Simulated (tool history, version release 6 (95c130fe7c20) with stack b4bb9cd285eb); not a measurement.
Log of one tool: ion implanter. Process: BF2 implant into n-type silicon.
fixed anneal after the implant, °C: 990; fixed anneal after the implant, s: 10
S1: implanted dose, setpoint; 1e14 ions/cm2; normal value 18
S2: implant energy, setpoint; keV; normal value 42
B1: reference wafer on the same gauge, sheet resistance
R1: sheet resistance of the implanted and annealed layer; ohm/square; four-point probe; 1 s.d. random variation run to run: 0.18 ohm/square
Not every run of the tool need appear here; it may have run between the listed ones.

run   hour     S1    S2      B1      R1
  1      0     18    42  114.91  123.23
  2   22.7     18    42  115.08  122.98
  3   36.1     18    42  115.12  123.14
  4   53.9     18  51.5  115.18  109.46
  5   80.6     18  51.5  115.34  109.64
  6  116.5     18    42  115.39  123.42
  7  132.4     18    42  115.41  123.87
  8  197.2     18    42   115.6  123.94
  9  216.3     18    42  115.65  123.78
 10  243.3     18    42  115.64  123.81
 11  269.7     18    42  115.72  123.96
 12  293.4     18  50.5  115.75  110.99
 13  313.4     18    42  115.77  123.76
 14  343.6     18    42  115.74  123.82
     365.8  -- Faraday cup replaced and dose calibrated
 15  366.3     18    42   115.8  124.16
 16  378.1  21.29  37.5  115.78  130.03
 17  398.7     18    42  115.81  124.14
 18    414     18    42  115.81   124.1
 19    432  22.69    38  115.91  128.36
 20  462.5     18  53.5  115.91   107.7
 21  491.9     18    42  115.87  124.28
 22  511.5     18  46.5  115.84  116.84
 23    526  20.46    36  115.92  133.55
       551  -- extraction supply calibrated
 24  555.5  14.44  54.5  115.87  111.89
 25  583.8  20.96    32  115.92  143.58
     590.8  -- gauge calibrated
 26  597.8  21.66  47.5  114.99  111.59
 27  686.3  14.57    29  115.33  157.56
 28  718.9  21.89  33.5  115.51  138.14
 29  744.2  20.75    42  115.51  121.38
 30  760.9  23.16    42  115.58  120.05

Below are 5 alternative next runs, each starting from the tool's condition after run 30. Predict each:
  A  761.3  13.63  42   ?   ?
  B  761.3  16.64  37   ?   ?
  C  761.3  21.37  50   ?   ?
  D  761.3  20.51  38   ?   ?
  E  761.3  14.15  42   ?   ?

run      B1      R1
  A  115.53  129.93
  B  115.53  134.67
  C  115.53  109.01
  D  115.53  129.17
  E  115.53  128.87
Without the tool's unlogged condition, the same runs would have read:
run      R1
  A  129.29
  B  134.01
  C  108.47
  D  128.54
  E  128.24
